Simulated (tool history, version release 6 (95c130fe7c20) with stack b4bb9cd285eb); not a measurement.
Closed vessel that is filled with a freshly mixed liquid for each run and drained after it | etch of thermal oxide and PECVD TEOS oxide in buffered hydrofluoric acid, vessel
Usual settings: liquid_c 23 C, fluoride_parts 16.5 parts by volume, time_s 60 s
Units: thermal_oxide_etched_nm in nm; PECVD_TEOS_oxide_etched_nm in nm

run	day	liquid_c	fluoride_parts	time_s	read-back film thickness of the thermal oxide reference wafer, read on the same gauge (nm)	read-back film thickness of the PECVD TEOS oxide reference wafer, read on the same gauge (nm)	thermal_oxide_etched_nm	PECVD_TEOS_oxide_etched_nm
1	0	25.5	16.5	60	80.04	70.01	44.92	54.59
2	0.433	23	16.5	60	80.03	69.98	38.95	47.62
3	1.175	23	16.5	60	80.02	69.98	38.81	47.8
4	1.483	23	16.5	60	80	69.97	38.97	47.98
5	2.092	23	16.5	60	79.97	69.99	39.01	47.93
6	2.392	21	16.5	50	80	70	28.89	36.22
7	3.046	21	16.5	50	79.99	70.02	28.9	36.04
8	3.692	21	16.5	50	79.99	69.96	29.02	35.41
9	4.375	23	16.5	60	79.99	69.97	38.9	47.65
# day 4.717: gauge calibrated
10	4.746	23	16.5	60	79.99	70.02	38.72	48.24
# day 5.329: thermometer replaced
11	5.412	23	22.5	40	80.01	69.95	19.78	24.11
12	6.058	24.5	16.5	75	80.03	70.03	52.92	64.71
13	6.392	23	16.5	60	80.01	69.98	38.77	47.56
14	7.021	20.5	16.5	85	79.99	70.04	47.99	59.81
15	7.621	27.5	16.5	40	79.98	70.03	33.05	41.25
# day 7.783: hydrofluoric acid flow meter replaced
16	7.938	23	16.5	85	79.96	69.98	55.33	67.78
17	8.617	23	16.5	60	80	69.98	38.92	48.09
18	9.104	24.5	21	40	80.02	70.01	22.42	27.52
19	9.771	23	16.5	60	79.98	70.01	39	48.15
20	10.142	27	22	85	79.99	69.95	53.22	65.03

Forecast each of these 3 alternatives for the next run:
A	10.171	23	16.5	60	?	?	?	?
B	10.171	19.5	16.5	60	?	?	?	?
C	10.171	25	12.5	70	?	?	?	?

run	read-back film thickness of the thermal oxide reference wafer, read on the same gauge (nm)	read-back film thickness of the PECVD TEOS oxide reference wafer, read on the same gauge (nm)	thermal_oxide_etched_nm	PECVD_TEOS_oxide_etched_nm
A	80	70.03	39.03	47.73
B	80	70.03	32.13	39.29
C	80	70.03	66.71	81.57
Without the tool's hidden state the same runs would have given:
run	thermal_oxide_etched_nm	PECVD_TEOS_oxide_etched_nm
A	39.03	47.73
B	32.13	39.29
C	66.71	81.57
